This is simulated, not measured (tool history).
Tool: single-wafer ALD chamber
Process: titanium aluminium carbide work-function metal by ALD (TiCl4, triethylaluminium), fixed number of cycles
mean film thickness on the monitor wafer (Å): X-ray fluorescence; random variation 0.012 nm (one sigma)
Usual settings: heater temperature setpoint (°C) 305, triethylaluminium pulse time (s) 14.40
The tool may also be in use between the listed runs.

run    hour  heater temperature setpoint (°C)  triethylaluminium pulse time (s)  wafers since the last listed run  hours since the last thermocouple change  hours since the last triethylaluminium bottle change  hours since the showerhead was replaced  hours since the gauge calibration  read-back reference wafer on the same gauge, thickness_nm  mean film thickness on the monitor wafer (Å)
  1     0.0                               302                             12.15                                 0                                     438.6                                                 722.8                                   3916.9                             2351.0                                                      2.314                                         21.03
  2    45.6                               302                             12.15                               276                                     484.2                                                 768.4                                   3962.5                             2396.6                                                      2.309                                         20.84
  3   144.0                               305                             14.40                               597                                     582.6                                                 866.8                                   4060.9                             2495.0                                                      2.309                                         21.97
  4   233.3                               305                             14.40                               541                                     671.9                                                 956.1                                   4150.2                             2584.3                                                      2.310                                         21.84
  5   319.1                               305                             14.40                               520                                     757.7                                                1041.9                                   4236.0                             2670.1                                                      2.311                                         21.68
  6   384.1                               311                             14.40                               394                                     822.7                                                1106.9                                   4301.0                             2735.1                                                      2.312                                         22.33
  7   455.9                               311                             14.40                               435                                     894.5                                                1178.7                                   4372.8                             2806.9                                                      2.309                                         22.03
      506.9  -- triethylaluminium bottle replaced
  8   538.3                               296                             10.45                               451                                     976.9                                                  31.4                                   4455.2                             2889.3                                                      2.309                                         21.02
  9   621.7                               305                             14.40                               506                                    1060.3                                                 114.8                                   4538.6                             2972.7                                                      2.311                                         22.47
 10   694.7                               305                             14.40                               442                                    1133.3                                                 187.8                                   4611.6                             3045.7                                                      2.313                                         22.20
 11   797.5                               293                             11.36                               623                                    1236.1                                                 290.6                                   4714.4                             3148.5                                                      2.315                                         20.37
 12   900.4                               317                             10.52                               624                                    1339.0                                                 393.5                                   4817.3                             3251.4                                                      2.308                                         22.08
      976.6  -- thermocouple changed; heater temperature recalibrated
 13  1061.3                               300                             18.08                               927                                      84.7                                                 554.4                                   4978.2                             3412.3                                                      2.309                                         22.08
 14  1113.4                               291                             16.59                               316                                     136.8                                                 606.5                                   5030.3                             3464.4                                                      2.312                                         20.92
 15  1213.2                               298                             17.06                               605                                     236.6                                                 706.3                                   5130.1                             3564.2                                                      2.307                                         21.48
 16  1266.8                               298                             11.55                               325                                     290.2                                                 759.9                                   5183.7                             3617.8                                                      2.307                                         19.95
 17  1328.3                               305                              9.74                               373                                     351.7                                                 821.4                                   5245.2                             3679.3                                                      2.310                                         19.62
     1357.6  -- gauge calibrated
 18  1394.6                               317                             10.52                               402                                     418.0                                                 887.7                                   5311.5                               37.0                                                      2.308                                         21.05
 19  1475.2                               297                             14.40                               489                                     498.6                                                 968.3                                   5392.1                              117.6                                                      2.309                                         20.79
 20  1531.1                               299                             17.84                               339                                     554.5                                                1024.2                                   5448.0                              173.5                                                      2.311                                         21.49
 21  1601.0                               305                             14.40                               424                                     624.4                                                1094.1                                   5517.9                              243.4                                                      2.310                                         21.35
     1637.4  -- triethylaluminium bottle replaced
 22  1659.4                               305                             14.40                               305                                     682.8                                                  22.0                                   5576.3                              301.8                                                      2.312                                         22.61
 23  1742.8                               299                             14.40                               506                                     766.2                                                 105.4                                   5659.7                              385.2                                                      2.310                                         21.98
     1777.1  -- showerhead replaced
 24  1830.9                               305                             14.40                               486                                     854.3                                                 193.5                                     53.8                              473.3                                                      2.310                                         22.52
 25  1911.5                               298                             18.00                               489                                     934.9                                                 274.1                                    134.4                              553.9                                                      2.310                                         21.89
 26  1991.7                               305                             14.40                               486                                    1015.1                                                 354.3                                    214.6                              634.1                                                      2.312                                         22.24
 27  2099.5                               298                             18.00                               654                                    1122.9                                                 462.1                                    322.4                              741.9                                                      2.312                                         21.81
 28  2144.7                               292                              9.37                               274                                    1168.1                                                 507.3                                    367.6                              787.1                                                      2.306                                         18.93
 29  2192.7                               305                             14.40                               291                                    1216.1                                                 555.3                                    415.6                              835.1                                                      2.310                                         21.84
 30  2294.3                               301                             14.40                               616                                    1317.7                                                 656.9                                    517.2                              936.7                                                      2.308                                         21.80
 31  2361.8                               319                              9.14                               409                                    1385.2                                                 724.4                                    584.7                             1004.2                                                      2.313                                         20.84
 32  2445.7                               312                             10.55                               509                                    1469.1                                                 808.3                                    668.6                             1088.1                                                      2.308                                         21.05
 33  2504.2                               298                             20.12                               354                                    1527.6                                                 866.8                                    727.1                             1146.6                                                      2.313                                         21.84

The same runs without the tool's hidden state, with the same run-to-run variation:
The hidden state here: wafer temperature above the value expected at the setpoint (K); triethylaluminium dose above that of a fresh bottle (%); gauge reads high (%).
run  mean film thickness on the monitor wafer (Å)
  1                                         22.31
  2                                         22.16
  3                                         22.89
  4                                         22.81
  5                                         22.67
  6                                         23.39
  7                                         23.09
  8                                         21.27
  9                                         22.66
 10                                         22.49
 11                                         21.21
 12                                         23.50
 13                                         22.43
 14                                         21.42
 15                                         22.01
 16                                         21.61
 17                                         22.09
 18                                         23.40
 19                                         21.89
 20                                         22.07
 21                                         22.54
 22                                         22.66
 23                                         22.12
 24                                         22.77
 25                                         22.02
 26                                         22.69
 27                                         22.06
 28                                         20.60
 29                                         22.52
 30                                         22.58
 31                                         23.28
 32                                         23.00
 33                                         22.11

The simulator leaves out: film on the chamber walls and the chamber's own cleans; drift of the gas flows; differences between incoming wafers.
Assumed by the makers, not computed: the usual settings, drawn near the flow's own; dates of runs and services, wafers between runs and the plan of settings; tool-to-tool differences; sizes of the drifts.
